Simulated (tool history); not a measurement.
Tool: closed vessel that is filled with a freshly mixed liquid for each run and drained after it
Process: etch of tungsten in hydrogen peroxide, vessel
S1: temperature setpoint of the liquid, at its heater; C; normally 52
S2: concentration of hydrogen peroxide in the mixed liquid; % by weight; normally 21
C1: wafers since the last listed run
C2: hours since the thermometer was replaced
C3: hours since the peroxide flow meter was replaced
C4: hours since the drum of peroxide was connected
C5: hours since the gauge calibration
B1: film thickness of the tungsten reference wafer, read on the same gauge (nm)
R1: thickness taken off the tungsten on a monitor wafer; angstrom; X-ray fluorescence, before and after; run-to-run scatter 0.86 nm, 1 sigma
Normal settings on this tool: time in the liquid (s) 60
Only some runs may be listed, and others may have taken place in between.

run 1 hour=0 | S1=56 S2=21 time_in_the_liquid_(s)=35 | C1=0 C2=304.7 C3=943.7 C4=63.5 C5=264.6 | B1=60 | R1=1326.6
run 2 hour=64.8 | S1=56 S2=21 time_in_the_liquid_(s)=35 | C1=8372 C2=369.5 C3=1008.5 C4=128.3 C5=329.4 | B1=59.98 | R1=1336.1
run 3 hour=134.5 | S1=56 S2=21 time_in_the_liquid_(s)=35 | C1=9005 C2=439.2 C3=1078.2 C4=198 C5=399.1 | B1=59.99 | R1=1320.9
run 4 hour=187.5 | S1=52 S2=24.5 time_in_the_liquid_(s)=60 | C1=6847 C2=492.2 C3=1131.2 C4=251 C5=452.1 | B1=60.02 | R1=1943.5
run 5 hour=269.3 | S1=52 S2=24.5 time_in_the_liquid_(s)=60 | C1=10568 C2=574 C3=1213 C4=332.8 C5=533.9 | B1=60.01 | R1=1927.5
run 6 hour=370 | S1=52 S2=24.5 time_in_the_liquid_(s)=60 | C1=13010 C2=674.7 C3=1313.7 C4=433.5 C5=634.6 | B1=59.99 | R1=1939.1
run 7 hour=434.3 | S1=52 S2=21 time_in_the_liquid_(s)=60 | C1=8307 C2=739 C3=1378 C4=497.8 C5=698.9 | B1=60 | R1=1783.5
-- hour=517.2 new drum of peroxide connected
run 8 hour=519.9 | S1=52 S2=21 time_in_the_liquid_(s)=60 | C1=10930 C2=824.6 C3=1463.6 C4=2.7 C5=784.5 | B1=60 | R1=1793
-- hour=555.7 thermometer replaced
run 9 hour=566.3 | S1=52 S2=21 time_in_the_liquid_(s)=60 | C1=5865 C2=10.6 C3=1510 C4=49.1 C5=830.9 | B1=60.02 | R1=1847.7
run 10 hour=652.7 | S1=52 S2=21 time_in_the_liquid_(s)=70 | C1=11162 C2=97 C3=1596.4 C4=135.5 C5=917.3 | B1=60.01 | R1=2155.7
run 11 hour=719.6 | S1=45.5 S2=21 time_in_the_liquid_(s)=60 | C1=8643 C2=163.9 C3=1663.3 C4=202.4 C5=984.2 | B1=60 | R1=1237.7
run 12 hour=772.4 | S1=52 S2=21 time_in_the_liquid_(s)=85 | C1=6821 C2=216.7 C3=1716.1 C4=255.2 C5=1037 | B1=59.97 | R1=2640.4
-- hour=779.9 peroxide flow meter replaced
run 13 hour=868 | S1=52 S2=21 time_in_the_liquid_(s)=85 | C1=12222 C2=312.3 C3=88.1 C4=350.8 C5=1132.6 | B1=59.98 | R1=2442.4
run 14 hour=958.2 | S1=52 S2=21 time_in_the_liquid_(s)=85 | C1=11653 C2=402.5 C3=178.3 C4=441 C5=1222.8 | B1=59.99 | R1=2466.9
run 15 hour=1004.1 | S1=59.5 S2=21 time_in_the_liquid_(s)=60 | C1=5930 C2=448.4 C3=224.2 C4=486.9 C5=1268.7 | B1=60 | R1=2713.1
run 16 hour=1078.2 | S1=44.5 S2=18 time_in_the_liquid_(s)=80 | C1=9573 C2=522.5 C3=298.3 C4=561 C5=1342.8 | B1=59.99 | R1=1348.4
run 17 hour=1158.6 | S1=48 S2=21 time_in_the_liquid_(s)=35 | C1=10387 C2=602.9 C3=378.7 C4=641.4 C5=1423.2 | B1=60.03 | R1=787.4
-- hour=1170 new drum of peroxide connected
run 18 hour=1260.7 | S1=52 S2=24.5 time_in_the_liquid_(s)=60 | C1=13062 C2=705 C3=480.8 C4=90.7 C5=1525.3 | B1=59.97 | R1=1870.5
run 19 hour=1325.1 | S1=52 S2=21 time_in_the_liquid_(s)=60 | C1=8320 C2=769.4 C3=545.2 C4=155.1 C5=1589.7 | B1=59.99 | R1=1748.9
-- hour=1336.7 thermometer replaced
run 20 hour=1386.6 | S1=55.5 S2=26.5 time_in_the_liquid_(s)=85 | C1=7816 C2=49.9 C3=606.7 C4=216.6 C5=1651.2 | B1=60 | R1=3478.8
run 21 hour=1468.3 | S1=52 S2=16.5 time_in_the_liquid_(s)=60 | C1=10555 C2=131.6 C3=688.4 C4=298.3 C5=1732.9 | B1=60.01 | R1=1557.3
-- hour=1505.2 gauge calibrated
run 22 hour=1513.3 | S1=52 S2=21 time_in_the_liquid_(s)=60 | C1=5814 C2=176.6 C3=733.4 C4=343.3 C5=8.1 | B1=59.99 | R1=1787
run 23 hour=1561.2 | S1=42 S2=21 time_in_the_liquid_(s)=60 | C1=6188 C2=224.5 C3=781.3 C4=391.2 C5=56 | B1=59.99 | R1=950.6
run 24 hour=1615.6 | S1=52 S2=17 time_in_the_liquid_(s)=60 | C1=7028 C2=278.9 C3=835.7 C4=445.6 C5=110.4 | B1=59.99 | R1=1602.2
run 25 hour=1663.3 | S1=47.5 S2=16 time_in_the_liquid_(s)=70 | C1=6162 C2=326.6 C3=883.4 C4=493.3 C5=158.1 | B1=60 | R1=1370
run 26 hour=1708.1 | S1=43.5 S2=26 time_in_the_liquid_(s)=85 | C1=5788 C2=371.4 C3=928.2 C4=538.1 C5=202.9 | B1=59.98 | R1=1653.1
-- hour=1736.9 new drum of peroxide connected
run 27 hour=1790.1 | S1=52 S2=21 time_in_the_liquid_(s)=60 | C1=10465 C2=453.4 C3=1010.2 C4=53.2 C5=284.9 | B1=60 | R1=1773.1
run 28 hour=1858.8 | S1=60 S2=21 time_in_the_liquid_(s)=60 | C1=8876 C2=522.1 C3=1078.9 C4=121.9 C5=353.6 | B1=59.99 | R1=2851.2
run 29 hour=1952.1 | S1=52 S2=16 time_in_the_liquid_(s)=95 | C1=12054 C2=615.4 C3=1172.2 C4=215.2 C5=446.9 | B1=60 | R1=2426.1

Below are 4 alternative next runs, each starting from the tool's condition after run 29. Predict each:
run A hour=1952.8 | S1=52 S2=21 time_in_the_liquid_(s)=60 | C1=90 C2=616.1 C3=1172.9 C4=215.9 C5=447.6 | B1=? | R1=?
run B hour=1952.8 | S1=43 S2=27.5 time_in_the_liquid_(s)=70 | C1=90 C2=616.1 C3=1172.9 C4=215.9 C5=447.6 | B1=? | R1=?
run C hour=1952.8 | S1=47.5 S2=21 time_in_the_liquid_(s)=80 | C1=90 C2=616.1 C3=1172.9 C4=215.9 C5=447.6 | B1=? | R1=?
run D hour=1952.8 | S1=48 S2=17.5 time_in_the_liquid_(s)=45 | C1=90 C2=616.1 C3=1172.9 C4=215.9 C5=447.6 | B1=? | R1=?

run=A B1=60.01 R1=1794.3
run=B B1=60.01 R1=1367.7
run=C B1=60.01 R1=1814.8
run=D B1=60.01 R1=961.3
With no hidden state in the tool, these same runs would have given:
run=A R1=1769
run=B R1=1350.6
run=C R1=1790.7
run=D R1=948.4

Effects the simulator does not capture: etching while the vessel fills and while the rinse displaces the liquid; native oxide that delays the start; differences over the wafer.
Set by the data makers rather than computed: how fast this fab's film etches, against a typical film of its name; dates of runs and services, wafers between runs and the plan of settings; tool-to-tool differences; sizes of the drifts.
